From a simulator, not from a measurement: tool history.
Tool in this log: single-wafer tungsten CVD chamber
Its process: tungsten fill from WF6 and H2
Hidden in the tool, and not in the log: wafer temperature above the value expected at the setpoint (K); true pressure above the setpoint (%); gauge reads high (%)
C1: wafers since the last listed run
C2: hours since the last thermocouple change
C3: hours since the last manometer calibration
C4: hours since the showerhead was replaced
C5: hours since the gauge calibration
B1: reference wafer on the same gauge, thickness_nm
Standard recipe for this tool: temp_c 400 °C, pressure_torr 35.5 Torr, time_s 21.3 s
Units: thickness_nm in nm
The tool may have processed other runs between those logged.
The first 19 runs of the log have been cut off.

At hour 332.5: gauge calibrated.
At hour 333.3: thermocouple changed; heater temperature recalibrated, repeated, since the last time left the tool worse.
Run 20, hour 333.8: usual settings; C1 124; C2 0.5; C3 163.8; C4 41.4; C5 1.3; B1 82.537. Result: thickness_nm 73.583 nm.
Run 21, hour 345: usual settings but temp_c 411 °C, pressure_torr 30.9 Torr, time_s 20 s; C1 267; C2 11.7; C3 175; C4 52.6; C5 12.5; B1 82.525. Result: thickness_nm 80.459 nm.
Run 22, hour 355.1: usual settings but pressure_torr 30.9 Torr; C1 241; C2 21.8; C3 185.1; C4 62.7; C5 22.6; B1 82.48. Result: thickness_nm 68.736 nm.
Run 23, hour 364.1: usual settings but temp_c 391 °C, pressure_torr 29.7 Torr, time_s 23.8 s; C1 214; C2 30.8; C3 194.1; C4 71.7; C5 31.6; B1 82.471. Result: thickness_nm 63.186 nm.
Run 24, hour 379.5: usual settings but pressure_torr 29.1 Torr; C1 367; C2 46.2; C3 209.5; C4 87.1; C5 47; B1 82.461. Result: thickness_nm 67.497 nm.
Run 25, hour 390.4: usual settings; C1 260; C2 57.1; C3 220.4; C4 98; C5 57.9; B1 82.478. Result: thickness_nm 74.255 nm.
Run 26, hour 407.2: usual settings but time_s 24.3 s; C1 400; C2 73.9; C3 237.2; C4 114.8; C5 74.7; B1 82.524. Result: thickness_nm 85.024 nm.
Run 27, hour 419.9: usual settings but pressure_torr 39.7 Torr, time_s 22.8 s; C1 303; C2 86.6; C3 249.9; C4 127.5; C5 87.4; B1 82.511. Result: thickness_nm 83.763 nm.
Run 28, hour 432.2: usual settings but temp_c 393 °C, pressure_torr 31.9 Torr, time_s 24.1 s; C1 293; C2 98.9; C3 262.2; C4 139.8; C5 99.7; B1 82.477. Result: thickness_nm 69.807 nm.
Run 29, hour 442.8: usual settings but temp_c 391 °C, pressure_torr 29.6 Torr, time_s 24.7 s; C1 253; C2 109.5; C3 272.8; C4 150.4; C5 110.3; B1 82.543. Result: thickness_nm 66.046 nm.
Run 30, hour 456.2: usual settings but temp_c 404 °C, time_s 17.3 s; C1 319; C2 122.9; C3 286.2; C4 163.8; C5 123.7; B1 82.5. Result: thickness_nm 65.408 nm.
Run 31, hour 472.5: usual settings but temp_c 406 °C, pressure_torr 39.1 Torr, time_s 24.1 s; C1 389; C2 139.2; C3 302.5; C4 180.1; C5 140; B1 82.548. Result: thickness_nm 100.617 nm.
Run 32, hour 487.8: usual settings but pressure_torr 31.3 Torr; C1 365; C2 154.5; C3 317.8; C4 195.4; C5 155.3; B1 82.456. Result: thickness_nm 70.802 nm.
Run 33, hour 494.2: usual settings; C1 152; C2 160.9; C3 324.2; C4 201.8; C5 161.7; B1 82.476. Result: thickness_nm 75.395 nm.
Run 34, hour 504.3: usual settings; C1 241; C2 171; C3 334.3; C4 211.9; C5 171.8; B1 82.443. Result: thickness_nm 75.25 nm.
Run 35, hour 543.6: usual settings but temp_c 410 °C; C1 938; C2 210.3; C3 373.6; C4 251.2; C5 211.1; B1 82.506. Result: thickness_nm 91.661 nm.

Branching from run 35: 3 alternative next runs. What would each branch give?
Run A, hour 544: usual settings; C1 9; C2 210.7; C3 374; C4 251.6; C5 211.5; B1 ?. Result: thickness_nm ?.
Run B, hour 544: usual settings but temp_c 390 °C; C1 9; C2 210.7; C3 374; C4 251.6; C5 211.5; B1 ?. Result: thickness_nm ?.
Run C, hour 544: usual settings but pressure_torr 30.9 Torr, time_s 19.9 s; C1 9; C2 210.7; C3 374; C4 251.6; C5 211.5; B1 ?. Result: thickness_nm ?.

run      B1  thickness_nm
  A  82.552        75.521
  B  82.552         61.16
  C  82.552         66.02
Without the tool's hidden state the same runs would have given:
run  thickness_nm
  A        73.928
  B        59.744
  C        64.627
